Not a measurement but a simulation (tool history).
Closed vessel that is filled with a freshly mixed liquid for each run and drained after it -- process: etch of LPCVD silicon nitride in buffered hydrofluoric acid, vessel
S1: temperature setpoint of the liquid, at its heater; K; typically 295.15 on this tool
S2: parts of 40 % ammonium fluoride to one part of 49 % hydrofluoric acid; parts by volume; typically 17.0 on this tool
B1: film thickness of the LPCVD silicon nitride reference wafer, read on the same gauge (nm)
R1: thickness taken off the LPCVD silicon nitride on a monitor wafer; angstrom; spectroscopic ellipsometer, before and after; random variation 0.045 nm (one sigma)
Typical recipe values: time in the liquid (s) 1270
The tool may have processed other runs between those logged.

{"run": 1, "hour": 0.0, "S1": 295.15, "S2": 17.0, "time in the liquid (s)": 1270, "B1": 80.01, "R1": 116.3}
{"run": 2, "hour": 12.9, "S1": 295.15, "S2": 17.0, "time in the liquid (s)": 1270, "B1": 80.0, "R1": 115.7}
{"run": 3, "hour": 24.8, "S1": 295.15, "S2": 14.5, "time in the liquid (s)": 1270, "B1": 79.98, "R1": 136.7}
{"run": 4, "hour": 35.3, "S1": 295.15, "S2": 17.0, "time in the liquid (s)": 1270, "B1": 80.0, "R1": 117.1}
{"run": 5, "hour": 51.8, "S1": 295.15, "S2": 17.0, "time in the liquid (s)": 1270, "B1": 80.05, "R1": 116.7}
{"run": 6, "hour": 65.5, "S1": 295.15, "S2": 21.5, "time in the liquid (s)": 1270, "B1": 80.02, "R1": 93.2}
{"run": 7, "hour": 81.8, "S1": 295.15, "S2": 21.5, "time in the liquid (s)": 1270, "B1": 80.0, "R1": 93.5}
{"run": 8, "hour": 88.6, "S1": 295.15, "S2": 14.0, "time in the liquid (s)": 1270, "B1": 80.01, "R1": 142.4}
{"hour": 100.1, "done": "thermometer replaced"}
{"run": 9, "hour": 102.5, "S1": 295.15, "S2": 14.0, "time in the liquid (s)": 1270, "B1": 80.02, "R1": 122.5}
{"run": 10, "hour": 118.2, "S1": 295.15, "S2": 14.0, "time in the liquid (s)": 1270, "B1": 80.06, "R1": 122.3}
{"run": 11, "hour": 131.9, "S1": 295.15, "S2": 17.0, "time in the liquid (s)": 910, "B1": 79.96, "R1": 73.8}
{"run": 12, "hour": 144.6, "S1": 295.15, "S2": 17.0, "time in the liquid (s)": 625, "B1": 80.0, "R1": 50.0}
{"run": 13, "hour": 158.5, "S1": 299.15, "S2": 20.5, "time in the liquid (s)": 1750, "B1": 79.97, "R1": 147.1}
{"hour": 161.1, "done": "gauge calibrated"}
{"run": 14, "hour": 169.5, "S1": 295.15, "S2": 19.0, "time in the liquid (s)": 1270, "B1": 80.0, "R1": 91.9}
{"run": 15, "hour": 187.1, "S1": 295.15, "S2": 17.0, "time in the liquid (s)": 820, "B1": 79.97, "R1": 66.9}
{"run": 16, "hour": 201.3, "S1": 298.65, "S2": 23.0, "time in the liquid (s)": 1610, "B1": 79.95, "R1": 119.7}
{"run": 17, "hour": 219.1, "S1": 299.65, "S2": 10.5, "time in the liquid (s)": 1270, "B1": 80.0, "R1": 208.4}
{"run": 18, "hour": 232.8, "S1": 295.15, "S2": 17.0, "time in the liquid (s)": 625, "B1": 80.02, "R1": 50.3}
{"run": 19, "hour": 247.9, "S1": 298.65, "S2": 23.0, "time in the liquid (s)": 1610, "B1": 79.99, "R1": 119.8}
{"run": 20, "hour": 257.8, "S1": 295.15, "S2": 17.0, "time in the liquid (s)": 1270, "B1": 80.0, "R1": 104.3}
{"run": 21, "hour": 270.2, "S1": 295.15, "S2": 17.0, "time in the liquid (s)": 1270, "B1": 80.03, "R1": 104.4}
{"hour": 277.1, "done": "hydrofluoric acid flow meter replaced"}
{"run": 22, "hour": 283.0, "S1": 299.15, "S2": 23.5, "time in the liquid (s)": 1270, "B1": 79.96, "R1": 90.3}
{"run": 23, "hour": 291.0, "S1": 297.65, "S2": 12.0, "time in the liquid (s)": 1615, "B1": 80.03, "R1": 196.7}
{"run": 24, "hour": 301.0, "S1": 295.15, "S2": 17.0, "time in the liquid (s)": 645, "B1": 80.0, "R1": 48.6}
{"run": 25, "hour": 312.3, "S1": 298.65, "S2": 17.0, "time in the liquid (s)": 945, "B1": 79.98, "R1": 86.1}
{"run": 26, "hour": 324.9, "S1": 295.15, "S2": 11.0, "time in the liquid (s)": 1475, "B1": 80.01, "R1": 171.2}
{"run": 27, "hour": 333.6, "S1": 295.15, "S2": 17.0, "time in the liquid (s)": 1270, "B1": 79.98, "R1": 96.0}
{"run": 28, "hour": 350.5, "S1": 299.65, "S2": 17.0, "time in the liquid (s)": 1270, "B1": 80.02, "R1": 122.9}
{"run": 29, "hour": 365.4, "S1": 295.15, "S2": 11.0, "time in the liquid (s)": 1270, "B1": 80.02, "R1": 148.3}
{"run": 30, "hour": 377.1, "S1": 291.15, "S2": 17.0, "time in the liquid (s)": 1475, "B1": 79.99, "R1": 89.9}
{"run": 31, "hour": 389.3, "S1": 293.65, "S2": 23.0, "time in the liquid (s)": 1805, "B1": 80.01, "R1": 97.7}

Below are 5 alternative next runs, each starting from the tool's condition after run 31. Predict each:
{"run": "A", "hour": 390.3, "S1": 295.15, "S2": 17.0, "time in the liquid (s)": 1270, "B1": "?", "R1": "?"}
{"run": "B", "hour": 390.3, "S1": 299.65, "S2": 12.0, "time in the liquid (s)": 675, "B1": "?", "R1": "?"}
{"run": "C", "hour": 390.3, "S1": 299.15, "S2": 12.0, "time in the liquid (s)": 1270, "B1": "?", "R1": "?"}
{"run": "D", "hour": 390.3, "S1": 293.15, "S2": 17.0, "time in the liquid (s)": 985, "B1": "?", "R1": "?"}
{"run": "E", "hour": 390.3, "S1": 297.65, "S2": 10.0, "time in the liquid (s)": 760, "B1": "?", "R1": "?"}

run=A B1=79.97 R1=96.5
run=B B1=79.97 R1=92.2
run=C B1=79.97 R1=168.9
run=D B1=79.97 R1=67.0
run=E B1=79.97 R1=110.7
Take away the tool's hidden state, keep each run's random variation, and the runs would have read:
run=A R1=93.6
run=B R1=89.5
run=C R1=164.0
run=D R1=65.0
run=E R1=108.1
